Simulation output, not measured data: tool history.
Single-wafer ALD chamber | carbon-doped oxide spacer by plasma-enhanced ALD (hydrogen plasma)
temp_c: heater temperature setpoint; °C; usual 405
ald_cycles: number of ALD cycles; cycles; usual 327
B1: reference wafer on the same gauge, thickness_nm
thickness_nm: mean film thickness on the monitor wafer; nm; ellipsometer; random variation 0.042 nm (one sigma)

run 1 day=0.000 | temp_c=405 ald_cycles=327 | B1=18.311 | thickness_nm=16.511
run 2 day=0.604 | temp_c=405 ald_cycles=327 | B1=18.302 | thickness_nm=16.535
run 3 day=1.125 | temp_c=405 ald_cycles=327 | B1=18.262 | thickness_nm=16.491
run 4 day=1.675 | temp_c=405 ald_cycles=327 | B1=18.279 | thickness_nm=16.461
run 5 day=2.188 | temp_c=405 ald_cycles=327 | B1=18.271 | thickness_nm=16.553
run 6 day=2.467 | temp_c=405 ald_cycles=327 | B1=18.242 | thickness_nm=16.555
run 7 day=3.012 | temp_c=405 ald_cycles=327 | B1=18.250 | thickness_nm=16.416
run 8 day=3.358 | temp_c=405 ald_cycles=327 | B1=18.234 | thickness_nm=16.438
run 9 day=3.646 | temp_c=405 ald_cycles=327 | B1=18.240 | thickness_nm=16.510
run 10 day=3.917 | temp_c=405 ald_cycles=327 | B1=18.219 | thickness_nm=16.478
run 11 day=4.362 | temp_c=397 ald_cycles=283 | B1=18.232 | thickness_nm=14.531
run 12 day=4.783 | temp_c=405 ald_cycles=327 | B1=18.213 | thickness_nm=16.523
run 13 day=5.675 | temp_c=405 ald_cycles=327 | B1=18.210 | thickness_nm=16.526
run 14 day=6.375 | temp_c=405 ald_cycles=327 | B1=18.211 | thickness_nm=16.420
run 15 day=6.921 | temp_c=405 ald_cycles=327 | B1=18.198 | thickness_nm=16.437
run 16 day=7.233 | temp_c=405 ald_cycles=327 | B1=18.175 | thickness_nm=16.446
run 17 day=8.254 | temp_c=405 ald_cycles=327 | B1=18.168 | thickness_nm=16.429
run 18 day=8.742 | temp_c=405 ald_cycles=327 | B1=18.146 | thickness_nm=16.377
run 19 day=9.483 | temp_c=405 ald_cycles=327 | B1=18.137 | thickness_nm=16.332
run 20 day=9.958 | temp_c=405 ald_cycles=355 | B1=18.125 | thickness_nm=17.748
run 21 day=10.421 | temp_c=405 ald_cycles=355 | B1=18.125 | thickness_nm=17.800
run 22 day=11.017 | temp_c=405 ald_cycles=355 | B1=18.093 | thickness_nm=17.765
run 23 day=11.746 | temp_c=405 ald_cycles=327 | B1=18.090 | thickness_nm=16.368
run 24 day=12.071 | temp_c=405 ald_cycles=327 | B1=18.096 | thickness_nm=16.354
run 25 day=12.333 | temp_c=405 ald_cycles=327 | B1=18.088 | thickness_nm=16.395
run 26 day=13.129 | temp_c=391 ald_cycles=273 | B1=18.068 | thickness_nm=13.847
run 27 day=13.400 | temp_c=415 ald_cycles=287 | B1=18.069 | thickness_nm=13.791
run 28 day=13.825 | temp_c=405 ald_cycles=363 | B1=18.062 | thickness_nm=18.093
run 29 day=14.342 | temp_c=397 ald_cycles=266 | B1=18.049 | thickness_nm=13.425
run 30 day=14.779 | temp_c=413 ald_cycles=298 | B1=18.024 | thickness_nm=14.409
run 31 day=15.075 | temp_c=415 ald_cycles=287 | B1=18.033 | thickness_nm=13.787
run 32 day=15.588 | temp_c=419 ald_cycles=290 | B1=18.019 | thickness_nm=13.694
run 33 day=16.129 | temp_c=418 ald_cycles=380 | B1=18.007 | thickness_nm=18.051
run 34 day=16.662 | temp_c=405 ald_cycles=295 | B1=18.014 | thickness_nm=14.693
run 35 day=17.004 | temp_c=405 ald_cycles=327 | B1=18.401 | thickness_nm=16.595
run 36 day=17.425 | temp_c=420 ald_cycles=310 | B1=18.397 | thickness_nm=15.023
run 37 day=17.938 | temp_c=405 ald_cycles=327 | B1=18.382 | thickness_nm=16.622
run 38 day=18.679 | temp_c=405 ald_cycles=327 | B1=18.378 | thickness_nm=16.682
run 39 day=18.992 | temp_c=390 ald_cycles=283 | B1=18.367 | thickness_nm=14.557
run 40 day=21.225 | temp_c=414 ald_cycles=272 | B1=18.319 | thickness_nm=13.335
run 41 day=21.679 | temp_c=393 ald_cycles=295 | B1=18.320 | thickness_nm=15.179
run 42 day=22.104 | temp_c=405 ald_cycles=327 | B1=18.312 | thickness_nm=16.551
run 43 day=22.600 | temp_c=418 ald_cycles=286 | B1=18.300 | thickness_nm=13.840
run 44 day=22.962 | temp_c=405 ald_cycles=385 | B1=18.295 | thickness_nm=19.531
run 45 day=23.688 | temp_c=413 ald_cycles=289 | B1=18.286 | thickness_nm=14.203
run 46 day=24.262 | temp_c=397 ald_cycles=364 | B1=18.277 | thickness_nm=18.627
run 47 day=24.929 | temp_c=396 ald_cycles=361 | B1=18.274 | thickness_nm=18.526
run 48 day=25.296 | temp_c=412 ald_cycles=273 | B1=18.280 | thickness_nm=13.412

Not shown: 2 entries that the log had between the listed runs. Between which runs, and how does the tool's hidden state differ before and after?
Between runs 25 and 26: thermocouple changed; heater temperature recalibrated (day 13.108)
  gauge reads high (%): -1.7 -> -1.78
  measured less the result without the state, thickness_nm: -0.283 -> -0.250 nm
Between runs 34 and 35: gauge calibrated (day 16.746)
  gauge reads high (%): -2.11 -> 0.0146
  measured less the result without the state, thickness_nm: -0.317 -> +0.003 nm
